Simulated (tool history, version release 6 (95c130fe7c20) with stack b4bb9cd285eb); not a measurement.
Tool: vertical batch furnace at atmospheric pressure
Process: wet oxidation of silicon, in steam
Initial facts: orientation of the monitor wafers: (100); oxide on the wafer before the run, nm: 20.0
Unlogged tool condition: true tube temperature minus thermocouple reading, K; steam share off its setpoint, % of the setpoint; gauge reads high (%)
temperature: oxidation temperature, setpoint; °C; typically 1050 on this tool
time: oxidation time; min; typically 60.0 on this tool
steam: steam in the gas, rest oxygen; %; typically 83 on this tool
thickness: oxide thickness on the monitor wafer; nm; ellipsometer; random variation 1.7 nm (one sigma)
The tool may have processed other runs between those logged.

run    hour  temperature  time  steam  wafers since the last listed run  hours since the last temperature calibration  hours since the steam generator was serviced  hours since the gauge calibration  read-back reference wafer on the same gauge, thickness  thickness
  1     0.0         1050  60.0     83                                 0                                        2914.5                                        1450.5                              411.1                                                  636.01     536.12
       14.4  -- steam generator serviced
  2   104.3         1050  60.0     83                              1127                                        3018.8                                          89.9                              515.4                                                  635.52     536.36
  3   171.6         1050  60.0     83                               843                                        3086.1                                         157.2                              582.7                                                  635.81     533.80
  4   220.8         1050  60.0     83                               616                                        3135.3                                         206.4                              631.9                                                  636.15     531.96
  5   302.0         1050  60.0     83                              1018                                        3216.5                                         287.6                              713.1                                                  636.40     535.46
  6   373.2         1050  60.0     83                               892                                        3287.7                                         358.8                              784.3                                                  635.63     536.99
  7   469.3         1050  60.0     83                              1204                                        3383.8                                         454.9                              880.4                                                  636.13     536.37
  8   557.5         1050  70.0     83                              1105                                        3472.0                                         543.1                              968.6                                                  636.06     585.94
  9   637.8         1050  70.0     83                              1006                                        3552.3                                         623.4                             1048.9                                                  636.17     585.38
 10   691.5         1050  60.0     83                               673                                        3606.0                                         677.1                             1102.6                                                  636.34     533.49
 11   798.9         1050  60.0     83                              1346                                        3713.4                                         784.5                             1210.0                                                  636.25     533.97
 12   859.0         1050  60.0     83                               753                                        3773.5                                         844.6                             1270.1                                                  636.36     531.57
     1029.1  -- thermocouples replaced and temperature profile calibrated
 13  1049.3         1050  60.0     83                              2084                                          20.2                                        1034.9                             1460.4                                                  636.05     533.55
 14  1097.6         1050  60.0     83                               605                                          68.5                                        1083.2                             1508.7                                                  636.11     535.75
 15  1187.6         1050  60.0     83                              1128                                         158.5                                        1173.2                             1598.7                                                  635.96     533.75
     1385.5  -- steam generator serviced
 16  1386.8         1061  60.0     88                              2196                                         357.7                                           1.3                             1797.9                                                  635.96     586.06
 17  1480.7         1072  60.0     83                              1177                                         451.6                                          95.2                             1891.8                                                  635.74     597.97
 18  1517.4         1050  60.0     87                               460                                         488.3                                         131.9                             1928.5                                                  635.51     552.48
     1544.7  -- gauge calibrated
 19  1609.5         1034  72.5     94                              1154                                         580.4                                         224.0                               64.8                                                  635.67     598.67
 20  1665.4         1050  60.0     91                               700                                         636.3                                         279.9                              120.7                                                  636.25     567.66

Predict the results of run 21:
 21  1717.4         1064  50.0     90                               651                                         688.3                                         331.9                              172.7                                                       ?          ?

{"run 21": {"read-back reference wafer on the same gauge, thickness": 636.44, "thickness": 540.26}}
Take away the tool's hidden state, keep the run-to-run variation as it was, and the same run would have given thickness 540.26 nm.

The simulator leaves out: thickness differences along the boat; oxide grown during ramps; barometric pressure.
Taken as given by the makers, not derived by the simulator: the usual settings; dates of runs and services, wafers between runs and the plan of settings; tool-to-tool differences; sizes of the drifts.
